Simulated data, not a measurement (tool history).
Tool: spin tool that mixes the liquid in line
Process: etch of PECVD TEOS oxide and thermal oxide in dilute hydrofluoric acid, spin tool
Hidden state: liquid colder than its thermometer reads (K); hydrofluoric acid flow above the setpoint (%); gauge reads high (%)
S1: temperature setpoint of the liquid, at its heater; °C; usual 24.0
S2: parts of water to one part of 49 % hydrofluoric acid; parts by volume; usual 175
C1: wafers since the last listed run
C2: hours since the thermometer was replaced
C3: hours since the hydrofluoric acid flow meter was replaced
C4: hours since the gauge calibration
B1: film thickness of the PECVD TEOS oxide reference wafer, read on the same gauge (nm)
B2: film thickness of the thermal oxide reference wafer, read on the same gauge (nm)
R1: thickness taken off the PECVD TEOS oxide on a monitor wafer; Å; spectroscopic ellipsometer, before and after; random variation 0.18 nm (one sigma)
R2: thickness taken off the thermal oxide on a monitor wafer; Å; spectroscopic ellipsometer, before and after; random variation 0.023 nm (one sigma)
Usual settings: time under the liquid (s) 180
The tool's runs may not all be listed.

Run 1, hour 0.0: usual settings; C1 0; C2 2099.3; C3 295.6; C4 3428.3; B1 40.01; B2 109.981. Result: R1 224.0 Å, R2 38.25 Å.
Run 2, hour 58.9: usual settings; C1 297; C2 2158.2; C3 354.5; C4 3487.2; B1 40.02; B2 109.999. Result: R1 225.9 Å, R2 38.57 Å.
Run 3, hour 103.5: usual settings but S2 240 parts by volume, time under the liquid (s) 215; C1 224; C2 2202.8; C3 399.1; C4 3531.8; B1 40.00; B2 110.007. Result: R1 182.1 Å, R2 31.33 Å.
Run 4, hour 161.9: usual settings but S1 27.5 °C, S2 265 parts by volume, time under the liquid (s) 290; C1 294; C2 2261.2; C3 457.5; C4 3590.2; B1 40.01; B2 109.999. Result: R1 248.4 Å, R2 42.58 Å.
Run 5, hour 265.5: usual settings; C1 522; C2 2364.8; C3 561.1; C4 3693.8; B1 39.99; B2 109.997. Result: R1 224.1 Å, R2 38.36 Å.
Run 6, hour 364.0: usual settings but S1 20.5 °C, S2 110 parts by volume, time under the liquid (s) 210; C1 496; C2 2463.3; C3 659.6; C4 3792.3; B1 40.00; B2 110.011. Result: R1 386.4 Å, R2 65.76 Å.
Run 7, hour 407.1: usual settings but S1 22.5 °C, S2 125 parts by volume, time under the liquid (s) 215; C1 217; C2 2506.4; C3 702.7; C4 3835.4; B1 40.04; B2 110.001. Result: R1 372.4 Å, R2 63.58 Å.
Run 8, hour 497.6: usual settings but S2 235 parts by volume, time under the liquid (s) 85; C1 456; C2 2596.9; C3 793.2; C4 3925.9; B1 40.00; B2 109.998. Result: R1 73.5 Å, R2 12.62 Å.
Run 9, hour 556.0: usual settings; C1 294; C2 2655.3; C3 851.6; C4 3984.3; B1 39.98; B2 110.016. Result: R1 222.6 Å, R2 37.88 Å.
At hour 616.2: gauge calibrated.
Run 10, hour 617.7: usual settings but S1 26.5 °C, S2 120 parts by volume; C1 311; C2 2717.0; C3 913.3; C4 1.5; B1 39.98; B2 110.014. Result: R1 381.6 Å, R2 65.04 Å.
Run 11, hour 713.9: usual settings but S1 19.5 °C, S2 145 parts by volume, time under the liquid (s) 220; C1 485; C2 2813.2; C3 1009.5; C4 97.7; B1 40.00; B2 110.009. Result: R1 279.7 Å, R2 48.12 Å.
Run 12, hour 803.5: usual settings; C1 451; C2 2902.8; C3 1099.1; C4 187.3; B1 40.02; B2 110.005. Result: R1 221.4 Å, R2 37.83 Å.
Run 13, hour 893.0: usual settings but S1 28.0 °C; C1 451; C2 2992.3; C3 1188.6; C4 276.8; B1 40.01; B2 109.988. Result: R1 255.2 Å, R2 43.78 Å.
At hour 919.7: thermometer replaced.
Run 14, hour 931.6: usual settings but S2 140 parts by volume, time under the liquid (s) 100; C1 189; C2 11.9; C3 1227.2; C4 315.4; B1 39.98; B2 110.013. Result: R1 174.4 Å, R2 30.07 Å.
Run 15, hour 1021.5: usual settings but S1 20.5 °C, S2 200 parts by volume, time under the liquid (s) 105; C1 453; C2 101.8; C3 1317.1; C4 405.3; B1 40.01; B2 110.004. Result: R1 106.5 Å, R2 18.30 Å.
At hour 1038.8: hydrofluoric acid flow meter replaced.
Run 16, hour 1079.2: usual settings but S1 26.5 °C, time under the liquid (s) 275; C1 285; C2 159.5; C3 40.4; C4 463.0; B1 39.99; B2 109.987. Result: R1 407.0 Å, R2 69.58 Å.
Run 17, hour 1137.1: usual settings but S1 20.0 °C, S2 140 parts by volume, time under the liquid (s) 220; C1 291; C2 217.4; C3 98.3; C4 520.9; B1 40.01; B2 110.006. Result: R1 329.4 Å, R2 56.30 Å.
Run 18, hour 1244.9: usual settings but S1 26.5 °C, time under the liquid (s) 230; C1 543; C2 325.2; C3 206.1; C4 628.7; B1 40.03; B2 110.001. Result: R1 338.3 Å, R2 58.09 Å.
Run 19, hour 1327.3: usual settings but S1 22.5 °C, S2 130 parts by volume, time under the liquid (s) 225; C1 415; C2 407.6; C3 288.5; C4 711.1; B1 40.02; B2 110.003. Result: R1 399.9 Å, R2 69.07 Å.
Run 20, hour 1401.1: usual settings but S1 19.5 °C, time under the liquid (s) 245; C1 372; C2 481.4; C3 362.3; C4 784.9; B1 40.02; B2 110.018. Result: R1 273.3 Å, R2 47.04 Å.
Run 21, hour 1473.6: usual settings but S1 20.5 °C, S2 250 parts by volume, time under the liquid (s) 115; C1 365; C2 553.9; C3 434.8; C4 857.4; B1 40.03; B2 109.999. Result: R1 86.4 Å, R2 14.87 Å.
Run 22, hour 1546.2: usual settings; C1 366; C2 626.5; C3 507.4; C4 930.0; B1 40.02; B2 110.007. Result: R1 237.7 Å, R2 40.88 Å.
Run 23, hour 1606.5: usual settings but S1 28.5 °C, time under the liquid (s) 95; C1 304; C2 686.8; C3 567.7; C4 990.3; B1 39.99; B2 109.998. Result: R1 149.5 Å, R2 25.61 Å.
Run 24, hour 1705.3: usual settings but S1 28.0 °C, S2 215 parts by volume, time under the liquid (s) 260; C1 498; C2 785.6; C3 666.5; C4 1089.1; B1 40.04; B2 110.002. Result: R1 311.9 Å, R2 52.94 Å.
Run 25, hour 1777.4: usual settings; C1 363; C2 857.7; C3 738.6; C4 1161.2; B1 39.99; B2 109.993. Result: R1 237.6 Å, R2 40.57 Å.

Forecast each of these 5 alternatives for the next run:
Run A, hour 1777.9: usual settings but time under the liquid (s) 75; C1 2; C2 858.2; C3 739.1; C4 1161.7; B1 ?; B2 ?. Result: R1 ?, R2 ?.
Run B, hour 1777.9: usual settings but S1 28.0 °C, time under the liquid (s) 95; C1 2; C2 858.2; C3 739.1; C4 1161.7; B1 ?; B2 ?. Result: R1 ?, R2 ?.
Run C, hour 1777.9: usual settings but S1 28.5 °C, S2 110 parts by volume, time under the liquid (s) 90; C1 2; C2 858.2; C3 739.1; C4 1161.7; B1 ?; B2 ?. Result: R1 ?, R2 ?.
Run D, hour 1777.9: usual settings but S1 26.5 °C, S2 265 parts by volume; C1 2; C2 858.2; C3 739.1; C4 1161.7; B1 ?; B2 ?. Result: R1 ?, R2 ?.
Run E, hour 1777.9: usual settings but S2 210 parts by volume; C1 2; C2 858.2; C3 739.1; C4 1161.7; B1 ?; B2 ?. Result: R1 ?, R2 ?.

run     B1       B2     R1     R2
  A  40.01  110.005   98.8  16.97
  B  40.01  110.005  145.2  24.93
  C  40.01  110.005  241.9  41.52
  D  40.01  110.005  155.9  26.76
  E  40.01  110.005  190.4  32.69
Without the tool's hidden state the same runs would have given:
run     R1     R2
  A  101.9  17.49
  B  149.5  25.66
  C  249.3  42.80
  D  160.2  27.51
  E  196.1  33.67
